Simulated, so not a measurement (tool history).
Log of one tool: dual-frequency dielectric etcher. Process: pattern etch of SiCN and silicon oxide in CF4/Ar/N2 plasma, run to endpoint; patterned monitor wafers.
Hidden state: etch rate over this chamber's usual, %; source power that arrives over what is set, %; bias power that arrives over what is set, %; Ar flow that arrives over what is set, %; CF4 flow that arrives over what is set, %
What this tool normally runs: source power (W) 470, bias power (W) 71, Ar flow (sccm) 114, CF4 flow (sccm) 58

| run | hour | source power (W) | bias power (W) | Ar flow (sccm) | CF4 flow (sccm) | wafers since the last listed run | hours since the last wet clean | hours since the last source power generator calibration | hours since the last bias power generator calibration | hours since the last Ar flow controller change | hours since the last CF4 flow controller change | hours since the last upper electrode change | incoming incoming film thickness, nm | endpoint time (s) |
|---|---|---|---|---|---|---|---|---|---|---|---|---|---|---|
| 1 | 0.0 | 470 | 71 | 114 | 58 | 0 | 25.2 | 1690.4 | 4915.1 | 4165.2 | 4306.4 | 2767.6 | 17.81 | 22.8 |
| 2 | 30.2 | 470 | 71 | 114 | 58 | 298 | 55.4 | 1720.6 | 4945.3 | 4195.4 | 4336.6 | 2797.8 | 17.77 | 22.8 |
| 3 | 55.4 | 540 | 71 | 114 | 58 | 248 | 80.6 | 1745.8 | 4970.5 | 4220.6 | 4361.8 | 2823.0 | 17.90 | 20.4 |
| 4 | 76.5 | 470 | 71 | 114 | 58 | 208 | 101.7 | 1766.9 | 4991.6 | 4241.7 | 4382.9 | 2844.1 | 17.82 | 22.8 |
| 5 | 111.5 | 470 | 71 | 114 | 58 | 345 | 136.7 | 1801.9 | 5026.6 | 4276.7 | 4417.9 | 2879.1 | 17.91 | 22.9 |
| 6 | 123.6 | 470 | 71 | 114 | 58 | 119 | 148.8 | 1814.0 | 5038.7 | 4288.8 | 4430.0 | 2891.2 | 17.86 | 22.6 |
| 7 | 142.9 | 570 | 71 | 136 | 58 | 190 | 168.1 | 1833.3 | 5058.0 | 4308.1 | 4449.3 | 2910.5 | 17.82 | 19.6 |
|  | 227.8 | CF4 flow controller replaced |
| 8 | 228.3 | 570 | 71 | 136 | 58 | 783 | 253.5 | 1918.7 | 5143.4 | 4393.5 | 0.5 | 2995.9 | 17.80 | 19.5 |
| 9 | 261.0 | 570 | 71 | 136 | 58 | 322 | 286.2 | 1951.4 | 5176.1 | 4426.2 | 33.2 | 3028.6 | 17.95 | 19.5 |
| 10 | 274.7 | 470 | 71 | 134 | 52 | 135 | 299.9 | 1965.1 | 5189.8 | 4439.9 | 46.9 | 3042.3 | 17.90 | 23.4 |
| 11 | 303.9 | 470 | 71 | 134 | 52 | 288 | 329.1 | 1994.3 | 5219.0 | 4469.1 | 76.1 | 3071.5 | 17.79 | 23.5 |
|  | 362.6 | upper electrode replaced |
| 12 | 390.9 | 470 | 54 | 114 | 58 | 622 | 416.1 | 2081.3 | 5306.0 | 4556.1 | 163.1 | 28.3 | 17.83 | 23.3 |
|  | 422.5 | wet clean of the chamber |
| 13 | 426.1 | 500 | 64 | 102 | 45 | 110 | 3.6 | 2116.5 | 5341.2 | 4591.3 | 198.3 | 63.5 | 17.79 | 23.5 |
| 14 | 451.0 | 470 | 71 | 97 | 66 | 245 | 28.5 | 2141.4 | 5366.1 | 4616.2 | 223.2 | 88.4 | 18.01 | 21.9 |
| 15 | 475.0 | 470 | 71 | 114 | 58 | 236 | 52.5 | 2165.4 | 5390.1 | 4640.2 | 247.2 | 112.4 | 17.92 | 22.8 |
|  | 487.8 | bias power generator calibrated |
| 16 | 506.4 | 520 | 71 | 114 | 53 | 270 | 83.9 | 2196.8 | 18.6 | 4671.6 | 278.6 | 143.8 | 17.92 | 21.4 |
|  | 525.2 | source power generator calibrated |
| 17 | 525.7 | 570 | 62 | 114 | 58 | 151 | 103.2 | 0.5 | 37.9 | 4690.9 | 297.9 | 163.1 | 17.96 | 19.7 |
|  | 532.0 | Ar flow controller replaced |
| 18 | 551.2 | 470 | 71 | 114 | 58 | 192 | 128.7 | 26.0 | 63.4 | 19.2 | 323.4 | 188.6 | 17.90 | 22.9 |
| 19 | 578.5 | 470 | 60 | 104 | 68 | 269 | 156.0 | 53.3 | 90.7 | 46.5 | 350.7 | 215.9 | 17.85 | 22.5 |
| 20 | 611.8 | 470 | 71 | 140 | 51 | 328 | 189.3 | 86.6 | 124.0 | 79.8 | 384.0 | 249.2 | 17.85 | 23.8 |
| 21 | 646.5 | 470 | 71 | 114 | 58 | 342 | 224.0 | 121.3 | 158.7 | 114.5 | 418.7 | 283.9 | 17.76 | 22.5 |
| 22 | 669.8 | 550 | 66 | 114 | 71 | 230 | 247.3 | 144.6 | 182.0 | 137.8 | 442.0 | 307.2 | 17.90 | 18.9 |
| 23 | 697.6 | 470 | 71 | 124 | 63 | 274 | 275.1 | 172.4 | 209.8 | 165.6 | 469.8 | 335.0 | 17.95 | 22.2 |

What the log doesn't show, run by run:
source power that arrives over what is set, %: 0 in every run
bias power that arrives over what is set, %: 0 in every run
Ar flow that arrives over what is set, %: 0 in every run
CF4 flow that arrives over what is set, %: 0 in every run
H1: etch rate over this chamber's usual, %
| run | H1 |
|---|---|
| 1 | -0.243 |
| 2 | 0.129 |
| 3 | 0.439 |
| 4 | 0.699 |
| 5 | 1.13 |
| 6 | 1.28 |
| 7 | 1.52 |
| 8 | 2.57 |
| 9 | 2.97 |
| 10 | 3.14 |
| 11 | 3.5 |
| 12 | 4.57 |
| 13 | 0.0845 |
| 14 | 0.391 |
| 15 | 0.687 |
| 16 | 1.07 |
| 17 | 1.31 |
| 18 | 1.62 |
| 19 | 1.96 |
| 20 | 2.37 |
| 21 | 2.8 |
| 22 | 3.09 |
| 23 | 3.43 |

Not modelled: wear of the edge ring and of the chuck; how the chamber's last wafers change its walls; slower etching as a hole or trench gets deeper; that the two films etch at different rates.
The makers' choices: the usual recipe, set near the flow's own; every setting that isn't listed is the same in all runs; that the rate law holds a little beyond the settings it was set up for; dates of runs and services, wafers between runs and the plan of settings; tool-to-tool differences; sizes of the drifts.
